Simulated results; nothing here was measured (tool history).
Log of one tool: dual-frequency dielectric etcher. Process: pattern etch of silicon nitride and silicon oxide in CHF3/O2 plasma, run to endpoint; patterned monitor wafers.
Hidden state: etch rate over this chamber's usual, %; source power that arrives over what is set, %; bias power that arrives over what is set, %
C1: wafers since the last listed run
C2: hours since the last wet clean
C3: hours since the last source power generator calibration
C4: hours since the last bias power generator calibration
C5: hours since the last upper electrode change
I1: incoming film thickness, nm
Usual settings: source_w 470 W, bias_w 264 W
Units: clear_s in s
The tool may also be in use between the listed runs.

run 1 hour=0.0 | source_w=470 bias_w=264 | C1=0 C2=396.9 C3=2905.1 C4=1856.2 C5=3212.0 | I1=320.3 | clear_s=212.8
run 2 hour=12.8 | source_w=470 bias_w=264 | C1=77 C2=409.7 C3=2917.9 C4=1869.0 C5=3224.8 | I1=322.6 | clear_s=214.0
run 3 hour=29.9 | source_w=470 bias_w=264 | C1=103 C2=426.8 C3=2935.0 C4=1886.1 C5=3241.9 | I1=316.3 | clear_s=210.5
run 4 hour=46.3 | source_w=470 bias_w=264 | C1=99 C2=443.2 C3=2951.4 C4=1902.5 C5=3258.3 | I1=318.2 | clear_s=214.7
run 5 hour=64.2 | source_w=470 bias_w=264 | C1=108 C2=461.1 C3=2969.3 C4=1920.4 C5=3276.2 | I1=317.5 | clear_s=214.7
run 6 hour=80.6 | source_w=470 bias_w=230 | C1=99 C2=477.5 C3=2985.7 C4=1936.8 C5=3292.6 | I1=315.8 | clear_s=217.1
run 7 hour=86.9 | source_w=470 bias_w=230 | C1=38 C2=483.8 C3=2992.0 C4=1943.1 C5=3298.9 | I1=313.3 | clear_s=215.7
run 8 hour=96.9 | source_w=470 bias_w=264 | C1=60 C2=493.8 C3=3002.0 C4=1953.1 C5=3308.9 | I1=320.0 | clear_s=213.0
run 9 hour=104.0 | source_w=470 bias_w=264 | C1=42 C2=500.9 C3=3009.1 C4=1960.2 C5=3316.0 | I1=321.1 | clear_s=215.2
run 10 hour=121.9 | source_w=470 bias_w=264 | C1=108 C2=518.8 C3=3027.0 C4=1978.1 C5=3333.9 | I1=316.1 | clear_s=207.1
run 11 hour=132.4 | source_w=470 bias_w=264 | C1=63 C2=529.3 C3=3037.5 C4=1988.6 C5=3344.4 | I1=319.3 | clear_s=208.2
run 12 hour=138.6 | source_w=470 bias_w=264 | C1=37 C2=535.5 C3=3043.7 C4=1994.8 C5=3350.6 | I1=317.6 | clear_s=208.8
run 13 hour=149.3 | source_w=470 bias_w=264 | C1=64 C2=546.2 C3=3054.4 C4=2005.5 C5=3361.3 | I1=320.1 | clear_s=209.8
run 14 hour=161.3 | source_w=470 bias_w=264 | C1=72 C2=558.2 C3=3066.4 C4=2017.5 C5=3373.3 | I1=316.9 | clear_s=209.8
-- hour=193.2 wet clean of the chamber
run 15 hour=193.7 | source_w=470 bias_w=264 | C1=50 C2=0.5 C3=3098.8 C4=2049.9 C5=3405.7 | I1=319.1 | clear_s=221.1
run 16 hour=194.0 | source_w=500 bias_w=299 | C1=1 C2=0.8 C3=3099.1 C4=2050.2 C5=3406.0 | I1=316.6 | clear_s=207.1
run 17 hour=197.7 | source_w=520 bias_w=286 | C1=22 C2=4.5 C3=3102.8 C4=2053.9 C5=3409.7 | I1=313.3 | clear_s=204.3
run 18 hour=211.3 | source_w=470 bias_w=264 | C1=82 C2=18.1 C3=3116.4 C4=2067.5 C5=3423.3 | I1=316.6 | clear_s=215.4
-- hour=241.7 bias power generator calibrated
-- hour=243.1 upper electrode replaced
run 19 hour=246.8 | source_w=500 bias_w=312 | C1=182 C2=53.6 C3=3151.9 C4=5.1 C5=3.7 | I1=316.3 | clear_s=203.7
run 20 hour=256.9 | source_w=500 bias_w=264 | C1=61 C2=63.7 C3=3162.0 C4=15.2 C5=13.8 | I1=319.2 | clear_s=216.3
run 21 hour=267.5 | source_w=390 bias_w=300 | C1=64 C2=74.3 C3=3172.6 C4=25.8 C5=24.4 | I1=318.6 | clear_s=225.0
run 22 hour=283.4 | source_w=530 bias_w=301 | C1=96 C2=90.2 C3=3188.5 C4=41.7 C5=40.3 | I1=320.0 | clear_s=202.4
run 23 hour=290.5 | source_w=400 bias_w=233 | C1=42 C2=97.3 C3=3195.6 C4=48.8 C5=47.4 | I1=319.2 | clear_s=238.5
run 24 hour=306.7 | source_w=470 bias_w=264 | C1=97 C2=113.5 C3=3211.8 C4=65.0 C5=63.6 | I1=315.3 | clear_s=216.1
run 25 hour=319.3 | source_w=370 bias_w=216 | C1=76 C2=126.1 C3=3224.4 C4=77.6 C5=76.2 | I1=320.3 | clear_s=247.6
-- hour=331.3 source power generator calibrated
run 26 hour=359.1 | source_w=470 bias_w=264 | C1=216 C2=165.9 C3=27.8 C4=117.4 C5=116.0 | I1=316.7 | clear_s=211.4
run 27 hour=376.9 | source_w=360 bias_w=228 | C1=107 C2=183.7 C3=45.6 C4=135.2 C5=133.8 | I1=316.4 | clear_s=246.7
run 28 hour=392.8 | source_w=430 bias_w=264 | C1=96 C2=199.6 C3=61.5 C4=151.1 C5=149.7 | I1=318.2 | clear_s=220.7
run 29 hour=409.6 | source_w=550 bias_w=217 | C1=101 C2=216.4 C3=78.3 C4=167.9 C5=166.5 | I1=317.3 | clear_s=213.0
run 30 hour=419.9 | source_w=470 bias_w=283 | C1=62 C2=226.7 C3=88.6 C4=178.2 C5=176.8 | I1=316.4 | clear_s=207.7
run 31 hour=437.2 | source_w=410 bias_w=264 | C1=104 C2=244.0 C3=105.9 C4=195.5 C5=194.1 | I1=319.3 | clear_s=222.2

The same runs without the tool's hidden state, with the same run-to-run variation:
run=1 clear_s=219.0
run=2 clear_s=220.4
run=3 clear_s=217.1
run=4 clear_s=221.7
run=5 clear_s=222.1
run=6 clear_s=224.9
run=7 clear_s=223.6
run=8 clear_s=221.0
run=9 clear_s=223.4
run=10 clear_s=215.2
run=11 clear_s=216.6
run=12 clear_s=217.3
run=13 clear_s=218.5
run=14 clear_s=218.8
run=15 clear_s=221.1
run=16 clear_s=207.0
run=17 clear_s=204.3
run=18 clear_s=215.7
run=19 clear_s=204.6
run=20 clear_s=217.4
run=21 clear_s=226.4
run=22 clear_s=203.9
run=23 clear_s=240.4
run=24 clear_s=218.1
run=25 clear_s=250.1
run=26 clear_s=214.3
run=27 clear_s=250.4
run=28 clear_s=224.4
run=29 clear_s=216.8
run=30 clear_s=211.6
run=31 clear_s=226.7

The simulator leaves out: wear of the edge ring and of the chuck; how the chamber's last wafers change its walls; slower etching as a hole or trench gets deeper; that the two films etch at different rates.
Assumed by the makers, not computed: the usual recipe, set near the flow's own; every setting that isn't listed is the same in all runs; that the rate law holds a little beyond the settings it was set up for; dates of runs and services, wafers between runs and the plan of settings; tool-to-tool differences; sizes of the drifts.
